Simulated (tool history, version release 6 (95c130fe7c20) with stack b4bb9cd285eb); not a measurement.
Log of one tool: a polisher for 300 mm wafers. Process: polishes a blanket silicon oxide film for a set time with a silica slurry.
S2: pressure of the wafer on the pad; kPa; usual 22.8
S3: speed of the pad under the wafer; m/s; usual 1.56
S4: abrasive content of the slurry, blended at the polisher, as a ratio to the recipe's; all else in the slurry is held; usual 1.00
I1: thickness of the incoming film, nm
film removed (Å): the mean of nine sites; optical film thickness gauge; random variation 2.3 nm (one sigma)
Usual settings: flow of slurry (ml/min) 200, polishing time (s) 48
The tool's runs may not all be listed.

{"run": 1, "day": 0.0, "flow of slurry (ml/min)": 200, "S2": 22.8, "S3": 1.42, "S4": 1.0, "polishing time (s)": 37, "I1": 1070.3, "film removed (Å)": 1049}
{"day": 0.746, "done": "slurry nozzle cleaned"}
{"run": 2, "day": 4.296, "flow of slurry (ml/min)": 200, "S2": 22.8, "S3": 1.28, "S4": 1.0, "polishing time (s)": 48, "I1": 1058.6, "film removed (Å)": 1217}
{"run": 3, "day": 7.812, "flow of slurry (ml/min)": 260, "S2": 22.8, "S3": 1.28, "S4": 1.0, "polishing time (s)": 48, "I1": 1067.4, "film removed (Å)": 1245}
{"run": 4, "day": 12.254, "flow of slurry (ml/min)": 200, "S2": 22.8, "S3": 1.56, "S4": 1.0, "polishing time (s)": 48, "I1": 1056.9, "film removed (Å)": 1311}
{"day": 15.529, "done": "slurry blender recalibrated"}
{"day": 15.958, "done": "worn pad replaced by a new one"}
{"run": 5, "day": 16.112, "flow of slurry (ml/min)": 200, "S2": 24.8, "S3": 1.56, "S4": 1.0, "polishing time (s)": 48, "I1": 1078.3, "film removed (Å)": 1480}
{"day": 17.779, "done": "conditioning disc replaced and pad reconditioned"}
{"run": 6, "day": 18.917, "flow of slurry (ml/min)": 200, "S2": 20.0, "S3": 1.56, "S4": 1.0, "polishing time (s)": 48, "I1": 1067.1, "film removed (Å)": 1334}
{"day": 22.0, "done": "head pressure recalibrated"}
{"run": 7, "day": 28.929, "flow of slurry (ml/min)": 200, "S2": 22.8, "S3": 1.56, "S4": 1.25, "polishing time (s)": 48, "I1": 1053.2, "film removed (Å)": 1541}
{"day": 29.967, "done": "slurry nozzle cleaned"}
{"run": 8, "day": 30.833, "flow of slurry (ml/min)": 240, "S2": 27.6, "S3": 1.24, "S4": 1.0, "polishing time (s)": 48, "I1": 1074.0, "film removed (Å)": 1510}
{"run": 9, "day": 33.729, "flow of slurry (ml/min)": 200, "S2": 22.8, "S3": 1.56, "S4": 1.25, "polishing time (s)": 48, "I1": 1090.4, "film removed (Å)": 1495}
{"run": 10, "day": 36.996, "flow of slurry (ml/min)": 165, "S2": 22.8, "S3": 1.56, "S4": 1.0, "polishing time (s)": 48, "I1": 1059.2, "film removed (Å)": 1319}
{"day": 40.579, "done": "slurry blender recalibrated"}
{"run": 11, "day": 40.6, "flow of slurry (ml/min)": 200, "S2": 22.8, "S3": 1.56, "S4": 1.0, "polishing time (s)": 48, "I1": 1071.7, "film removed (Å)": 1471}
{"day": 40.992, "done": "worn pad replaced by a new one"}
{"day": 43.612, "done": "conditioning disc replaced and pad reconditioned"}
{"run": 12, "day": 44.438, "flow of slurry (ml/min)": 225, "S2": 26.9, "S3": 1.56, "S4": 0.85, "polishing time (s)": 48, "I1": 1075.1, "film removed (Å)": 1738}
{"run": 13, "day": 47.883, "flow of slurry (ml/min)": 200, "S2": 22.8, "S3": 1.56, "S4": 1.0, "polishing time (s)": 48, "I1": 1069.2, "film removed (Å)": 1500}
{"run": 14, "day": 51.192, "flow of slurry (ml/min)": 260, "S2": 22.8, "S3": 1.28, "S4": 1.0, "polishing time (s)": 48, "I1": 1085.9, "film removed (Å)": 1333}
{"run": 15, "day": 54.662, "flow of slurry (ml/min)": 200, "S2": 30.3, "S3": 1.56, "S4": 1.0, "polishing time (s)": 48, "I1": 1069.9, "film removed (Å)": 1888}
{"day": 56.575, "done": "head pressure recalibrated"}
{"run": 16, "day": 56.675, "flow of slurry (ml/min)": 200, "S2": 22.8, "S3": 1.56, "S4": 1.0, "polishing time (s)": 48, "I1": 1059.6, "film removed (Å)": 1395}
{"day": 57.646, "done": "slurry nozzle cleaned"}
{"run": 17, "day": 60.733, "flow of slurry (ml/min)": 200, "S2": 22.8, "S3": 1.3, "S4": 1.0, "polishing time (s)": 48, "I1": 1073.5, "film removed (Å)": 1219}
{"run": 18, "day": 64.796, "flow of slurry (ml/min)": 200, "S2": 22.8, "S3": 1.56, "S4": 1.0, "polishing time (s)": 48, "I1": 1075.2, "film removed (Å)": 1295}
{"day": 67.288, "done": "conditioning disc replaced and pad reconditioned"}
{"run": 19, "day": 68.629, "flow of slurry (ml/min)": 200, "S2": 22.8, "S3": 1.56, "S4": 1.0, "polishing time (s)": 52, "I1": 1062.3, "film removed (Å)": 1519}
{"day": 71.1, "done": "slurry blender recalibrated"}
{"day": 71.308, "done": "worn pad replaced by a new one"}
{"run": 20, "day": 72.075, "flow of slurry (ml/min)": 200, "S2": 19.3, "S3": 1.24, "S4": 0.9, "polishing time (s)": 37, "I1": 1091.0, "film removed (Å)": 829}
{"run": 21, "day": 73.979, "flow of slurry (ml/min)": 145, "S2": 26.2, "S3": 2.04, "S4": 0.8, "polishing time (s)": 48, "I1": 1061.0, "film removed (Å)": 1818}
{"run": 22, "day": 76.771, "flow of slurry (ml/min)": 200, "S2": 22.8, "S3": 1.56, "S4": 1.0, "polishing time (s)": 48, "I1": 1068.1, "film removed (Å)": 1447}
{"run": 23, "day": 79.933, "flow of slurry (ml/min)": 200, "S2": 22.8, "S3": 1.38, "S4": 1.3, "polishing time (s)": 58, "I1": 1066.1, "film removed (Å)": 1685}
{"day": 82.45, "done": "slurry nozzle cleaned"}
{"run": 24, "day": 82.6, "flow of slurry (ml/min)": 200, "S2": 22.8, "S3": 1.88, "S4": 1.0, "polishing time (s)": 48, "I1": 1083.0, "film removed (Å)": 1601}

What the log doesn't show, run by run:
removal rate lost through wear of the pad, %: 0 in every run
slurry flow missing at the pad, %: 0 in every run
deviation of the head's pressure from its setpoint, %: 0 in every run
H1: abrasive missing from the slurry, %
H2: time polished since the conditioner stopped cutting, s
run=1 H1=17.8 H2=45
run=2 H1=23.2 H2=59.2
run=3 H1=27.7 H2=70.9
run=4 H1=33.3 H2=85.6
run=5 H1=2.12 H2=98.3
run=6 H1=5.67 H2=4.2
run=7 H1=18.3 H2=37.3
run=8 H1=20.8 H2=43.6
run=9 H1=24.4 H2=53.2
run=10 H1=28.6 H2=64
run=11 H1=4.84 H2=75.9
run=12 H1=9.7 H2=5.67
run=13 H1=14.1 H2=17.1
run=14 H1=18.3 H2=28
run=15 H1=22.6 H2=39.5
run=16 H1=25.2 H2=46.1
run=17 H1=30.3 H2=59.5
run=18 H1=35.5 H2=73
run=19 H1=40.3 H2=5
run=20 H1=7.31 H2=16.4
run=21 H1=9.72 H2=22.7
run=22 H1=13.2 H2=31.9
run=23 H1=17.3 H2=42.4
run=24 H1=20.6 H2=51.2
